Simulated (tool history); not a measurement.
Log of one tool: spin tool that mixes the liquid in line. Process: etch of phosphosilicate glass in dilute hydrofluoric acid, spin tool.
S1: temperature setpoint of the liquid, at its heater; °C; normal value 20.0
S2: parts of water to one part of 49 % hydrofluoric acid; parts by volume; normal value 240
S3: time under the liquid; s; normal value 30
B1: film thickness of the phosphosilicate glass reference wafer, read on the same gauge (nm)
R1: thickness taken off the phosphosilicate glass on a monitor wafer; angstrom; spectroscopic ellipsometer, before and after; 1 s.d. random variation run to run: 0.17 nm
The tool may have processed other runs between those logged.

run 1 hour=0.0 | S1=20.0 S2=240 S3=30 | B1=150.00 | R1=182.1
run 2 hour=94.7 | S1=20.0 S2=240 S3=30 | B1=149.98 | R1=180.5
run 3 hour=174.6 | S1=22.5 S2=240 S3=20 | B1=149.99 | R1=130.8
run 4 hour=230.6 | S1=22.5 S2=240 S3=20 | B1=150.01 | R1=129.3
run 5 hour=284.7 | S1=20.0 S2=240 S3=30 | B1=149.95 | R1=179.5
run 6 hour=382.8 | S1=20.0 S2=240 S3=30 | B1=150.02 | R1=174.4
run 7 hour=466.6 | S1=20.0 S2=240 S3=30 | B1=150.04 | R1=177.4
run 8 hour=508.9 | S1=20.0 S2=240 S3=30 | B1=149.98 | R1=174.1
run 9 hour=559.1 | S1=20.0 S2=240 S3=30 | B1=149.96 | R1=162.7
run 10 hour=633.7 | S1=20.0 S2=240 S3=30 | B1=150.01 | R1=162.8
run 11 hour=670.8 | S1=20.0 S2=285 S3=30 | B1=150.02 | R1=142.9
run 12 hour=736.4 | S1=20.0 S2=135 S3=30 | B1=150.03 | R1=356.5
run 13 hour=804.2 | S1=22.0 S2=205 S3=40 | B1=150.01 | R1=309.3
run 14 hour=877.4 | S1=17.0 S2=300 S3=20 | B1=150.00 | R1=81.1
run 15 hour=984.4 | S1=20.0 S2=240 S3=25 | B1=150.00 | R1=147.9
run 16 hour=1090.4 | S1=17.0 S2=185 S3=40 | B1=149.97 | R1=286.6
run 17 hour=1187.5 | S1=22.5 S2=240 S3=30 | B1=150.04 | R1=193.8

Taken out of this log: 4 entries between the listed runs. Where each belongs, and how the hidden state differs across it:
After run 4, before run 5: gauge calibrated (hour 253.9)
  liquid hotter than its thermometer reads (K): 1.71 -> 1.84; hydrofluoric acid flow below the setpoint (%): 3.94 -> 4.48
  measured result minus the result with no hidden state, R1: +1.5 -> +2.1 angstrom
After run 8, before run 9: thermometer replaced (hour 542.3)
  liquid hotter than its thermometer reads (K): 2.42 -> 0.407; hydrofluoric acid flow below the setpoint (%): 6.73 -> 7.23
  measured result minus the result with no hidden state, R1: +0.6 -> -13.1 angstrom
After run 10, before run 11: hydrofluoric acid flow meter replaced (hour 654.3)
  liquid hotter than its thermometer reads (K): 0.598 -> 0.692; hydrofluoric acid flow below the setpoint (%): 7.98 -> 0.188
  measured result minus the result with no hidden state, R1: -13.6 -> +3.2 angstrom
After run 13, before run 14: gauge calibrated (hour 805.5)
  liquid hotter than its thermometer reads (K): 1.03 -> 1.22; hydrofluoric acid flow below the setpoint (%): 1.52 -> 2.26
  measured result minus the result with no hidden state, R1: +6.1 -> +1.4 angstrom
